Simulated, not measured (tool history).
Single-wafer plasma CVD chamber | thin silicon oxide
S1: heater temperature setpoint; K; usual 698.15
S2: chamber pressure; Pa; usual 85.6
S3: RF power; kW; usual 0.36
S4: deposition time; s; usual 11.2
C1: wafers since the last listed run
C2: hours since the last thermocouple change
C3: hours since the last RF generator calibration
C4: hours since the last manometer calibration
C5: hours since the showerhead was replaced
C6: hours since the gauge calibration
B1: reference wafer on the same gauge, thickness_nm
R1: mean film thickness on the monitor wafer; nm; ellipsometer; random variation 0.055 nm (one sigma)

run,hour,S1,S2,S3,S4,C1,C2,C3,C4,C5,C6,B1,R1
1,0,708.15,85.6,0.36,11.2,0,1605.8,1219.3,900.6,2618.9,109.3,15.722,18.978
2,15.5,708.15,85.6,0.36,11.2,489,1621.3,1234.8,916.1,2634.4,124.8,15.704,19.02
3,33.4,708.15,85.6,0.36,11.2,565,1639.2,1252.7,934,2652.3,142.7,15.687,19.123
4,40.8,698.15,85.6,0.36,11.2,233,1646.6,1260.1,941.4,2659.7,150.1,15.692,19.121
# hour 69.8: capacitance manometer re-zeroed and calibrated
5,72.3,698.15,85.6,0.36,11.2,742,1678.1,1291.6,2.5,2691.2,181.6,15.702,18.16
6,78.9,698.15,85.6,0.36,11.2,208,1684.7,1298.2,9.1,2697.8,188.2,15.699,18.136
7,95.1,698.15,70.9,0.315,11.2,511,1700.9,1314.4,25.3,2714,204.4,15.709,14.583
# hour 106: showerhead replaced
# hour 108.3: thermocouple changed; heater temperature recalibrated
8,108.8,698.15,85.6,0.36,11.2,107,0.5,1328.1,39,2.8,218.1,15.715,18.377
9,119,698.15,85.6,0.36,11.2,322,10.7,1338.3,49.2,13,228.3,15.693,18.356
10,128,698.15,85.6,0.325,11.2,284,19.7,1347.3,58.2,22,237.3,15.707,17.787
11,140.6,698.15,75.2,0.415,11.2,398,32.3,1359.9,70.8,34.6,249.9,15.711,16.717
12,148.6,698.15,85.6,0.42,11.2,252,40.3,1367.9,78.8,42.6,257.9,15.703,19.099
# hour 163.5: RF generator calibrated
13,164.4,705.15,85.6,0.38,10.3,246,56.1,0.9,94.6,58.4,273.7,15.695,17.108
# hour 168.9: gauge calibrated
14,173.8,707.15,85.6,0.36,11.2,297,65.5,10.3,104,67.8,4.9,15.701,18.423

Run 15 comes next. What will it give?
15,180.6,692.15,85.6,0.36,11.2,214,72.3,17.1,110.8,74.6,11.7,?,?

{"run 15": {"B1": 15.706, "R1": 18.595}}
Without the tool's hidden state the same run would have given R1 18.013 nm.

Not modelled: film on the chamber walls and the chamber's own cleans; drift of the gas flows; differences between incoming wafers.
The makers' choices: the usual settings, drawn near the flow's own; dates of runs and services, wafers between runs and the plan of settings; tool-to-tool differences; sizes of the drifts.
